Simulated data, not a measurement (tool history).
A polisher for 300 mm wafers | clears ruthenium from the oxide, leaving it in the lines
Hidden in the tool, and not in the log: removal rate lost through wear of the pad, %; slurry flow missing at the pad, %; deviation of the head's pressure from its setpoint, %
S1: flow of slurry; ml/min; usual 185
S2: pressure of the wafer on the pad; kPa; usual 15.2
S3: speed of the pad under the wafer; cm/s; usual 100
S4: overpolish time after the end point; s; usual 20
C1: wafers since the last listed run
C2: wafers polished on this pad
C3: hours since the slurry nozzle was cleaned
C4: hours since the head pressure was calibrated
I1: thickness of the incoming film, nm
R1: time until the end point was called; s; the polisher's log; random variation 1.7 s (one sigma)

run 1 day=0.000 | S1=215 S2=15.2 S3=100 S4=20 | C1=0 C2=2114 C3=769.7 C4=554.0 | I1=95.4 | R1=98.2
-- day=1.296 slurry nozzle cleaned
run 2 day=2.958 | S1=185 S2=15.2 S3=80 S4=20 | C1=487 C2=2602 C3=39.9 C4=625.0 | I1=93.6 | R1=119.3
run 3 day=4.662 | S1=185 S2=15.2 S3=80 S4=20 | C1=284 C2=2886 C3=80.8 C4=665.9 | I1=94.6 | R1=120.6
-- day=4.821 head pressure recalibrated
run 4 day=7.579 | S1=185 S2=15.2 S3=80 S4=20 | C1=473 C2=3359 C3=150.8 C4=66.2 | I1=94.0 | R1=129.3
run 5 day=10.262 | S1=185 S2=15.2 S3=100 S4=20 | C1=448 C2=3808 C3=215.2 C4=130.6 | I1=94.7 | R1=102.7
run 6 day=12.883 | S1=185 S2=15.2 S3=100 S4=20 | C1=437 C2=4245 C3=278.1 C4=193.5 | I1=94.1 | R1=99.7
-- day=14.875 worn pad replaced by a new one
run 7 day=16.867 | S1=185 S2=15.2 S3=100 S4=20 | C1=637 C2=332 C3=373.7 C4=289.1 | I1=94.0 | R1=88.0
run 8 day=20.229 | S1=185 S2=15.2 S3=100 S4=20 | C1=561 C2=894 C3=454.4 C4=369.8 | I1=96.1 | R1=94.4
run 9 day=22.421 | S1=185 S2=15.2 S3=100 S4=20 | C1=366 C2=1260 C3=507.0 C4=422.4 | I1=96.6 | R1=95.9
run 10 day=25.342 | S1=185 S2=15.2 S3=100 S4=20 | C1=487 C2=1748 C3=577.1 C4=492.5 | I1=96.7 | R1=94.3
run 11 day=29.412 | S1=185 S2=15.2 S3=100 S4=17 | C1=679 C2=2428 C3=674.8 C4=590.2 | I1=94.7 | R1=93.7
run 12 day=31.917 | S1=155 S2=15.2 S3=100 S4=20 | C1=418 C2=2846 C3=734.9 C4=650.3 | I1=94.6 | R1=96.7
run 13 day=34.200 | S1=160 S2=18.6 S3=134 S4=17 | C1=381 C2=3227 C3=789.7 C4=705.1 | I1=94.8 | R1=63.5
-- day=34.733 head pressure recalibrated
-- day=35.646 slurry nozzle cleaned
run 14 day=38.154 | S1=185 S2=11.7 S3=100 S4=20 | C1=639 C2=3867 C3=60.2 C4=82.1 | I1=94.6 | R1=121.4
run 15 day=41.808 | S1=145 S2=15.2 S3=128 S4=30 | C1=610 C2=4477 C3=147.9 C4=169.8 | I1=96.9 | R1=85.8
run 16 day=44.067 | S1=230 S2=15.2 S3=100 S4=20 | C1=377 C2=4854 C3=202.1 C4=224.0 | I1=92.9 | R1=98.2
-- day=46.146 worn pad replaced by a new one
run 17 day=48.204 | S1=185 S2=12.4 S3=100 S4=20 | C1=663 C2=343 C3=301.4 C4=323.3 | I1=96.0 | R1=109.8
run 18 day=51.350 | S1=185 S2=19.3 S3=100 S4=20 | C1=525 C2=869 C3=376.9 C4=398.8 | I1=94.7 | R1=80.6
run 19 day=53.254 | S1=185 S2=11.0 S3=100 S4=20 | C1=318 C2=1187 C3=422.6 C4=444.5 | I1=95.2 | R1=118.9
run 20 day=56.467 | S1=185 S2=15.2 S3=100 S4=11 | C1=536 C2=1723 C3=499.7 C4=521.6 | I1=94.4 | R1=101.0
run 21 day=60.596 | S1=230 S2=13.8 S3=72 S4=20 | C1=689 C2=2413 C3=598.8 C4=620.7 | I1=94.8 | R1=142.2
run 22 day=63.512 | S1=185 S2=15.2 S3=100 S4=20 | C1=487 C2=2900 C3=668.8 C4=690.7 | I1=95.6 | R1=100.6
-- day=64.883 slurry nozzle cleaned
run 23 day=65.979 | S1=185 S2=15.2 S3=100 S4=20 | C1=405 C2=3305 C3=26.3 C4=749.9 | I1=94.3 | R1=96.9
-- day=67.242 head pressure recalibrated
run 24 day=69.942 | S1=145 S2=13.1 S3=70 S4=20 | C1=647 C2=3953 C3=121.4 C4=64.8 | I1=94.2 | R1=174.2
run 25 day=71.858 | S1=185 S2=15.2 S3=120 S4=20 | C1=320 C2=4273 C3=167.4 C4=110.8 | I1=93.2 | R1=87.8
run 26 day=76.038 | S1=185 S2=15.2 S3=100 S4=20 | C1=698 C2=4971 C3=267.7 C4=211.1 | I1=95.8 | R1=110.1
-- day=77.275 worn pad replaced by a new one
run 27 day=80.346 | S1=150 S2=11.7 S3=72 S4=20 | C1=691 C2=513 C3=371.1 C4=314.5 | I1=95.8 | R1=163.4
run 28 day=83.967 | S1=250 S2=15.2 S3=90 S4=11 | C1=604 C2=1117 C3=458.0 C4=401.4 | I1=94.0 | R1=100.3
run 29 day=87.446 | S1=185 S2=15.2 S3=130 S4=20 | C1=581 C2=1699 C3=541.5 C4=484.9 | I1=95.2 | R1=76.2
run 30 day=89.154 | S1=185 S2=15.2 S3=100 S4=20 | C1=285 C2=1984 C3=582.5 C4=525.9 | I1=94.5 | R1=95.2
run 31 day=91.246 | S1=185 S2=15.2 S3=100 S4=23 | C1=349 C2=2333 C3=632.7 C4=576.1 | I1=95.1 | R1=101.1
run 32 day=94.704 | S1=185 S2=15.2 S3=100 S4=20 | C1=577 C2=2911 C3=715.7 C4=659.1 | I1=94.9 | R1=100.9
-- day=95.258 head pressure recalibrated
run 33 day=96.575 | S1=245 S2=20.0 S3=100 S4=13 | C1=298 C2=3209 C3=760.6 C4=31.6 | I1=95.5 | R1=80.5
-- day=99.421 slurry nozzle cleaned
run 34 day=100.775 | S1=185 S2=15.2 S3=100 S4=20 | C1=694 C2=3904 C3=32.5 C4=132.4 | I1=95.0 | R1=105.1
run 35 day=104.667 | S1=185 S2=15.2 S3=100 S4=20 | C1=650 C2=4554 C3=125.9 C4=225.8 | I1=95.4 | R1=108.5
-- day=107.683 worn pad replaced by a new one
run 36 day=108.842 | S1=185 S2=15.2 S3=128 S4=20 | C1=669 C2=193 C3=226.1 C4=326.0 | I1=95.2 | R1=72.5
run 37 day=111.300 | S1=120 S2=11.0 S3=78 S4=15 | C1=410 C2=604 C3=285.1 C4=385.0 | I1=95.3 | R1=162.2

Forecast each of these 3 alternatives for the next run:
run A day=111.321 | S1=185 S2=15.2 S3=100 S4=20 | C1=3 C2=607 C3=285.6 C4=385.5 | I1=94.4 | R1=?
run B day=111.321 | S1=125 S2=13.1 S3=100 S4=10 | C1=3 C2=607 C3=285.6 C4=385.5 | I1=94.4 | R1=?
run C day=111.321 | S1=130 S2=15.2 S3=84 S4=20 | C1=3 C2=607 C3=285.6 C4=385.5 | I1=94.4 | R1=?

run=A R1=94.5
run=B R1=111.8
run=C R1=120.4
Without the tool's hidden state the same runs would have given:
run=A R1=92.8
run=B R1=109.8
run=C R1=118.3
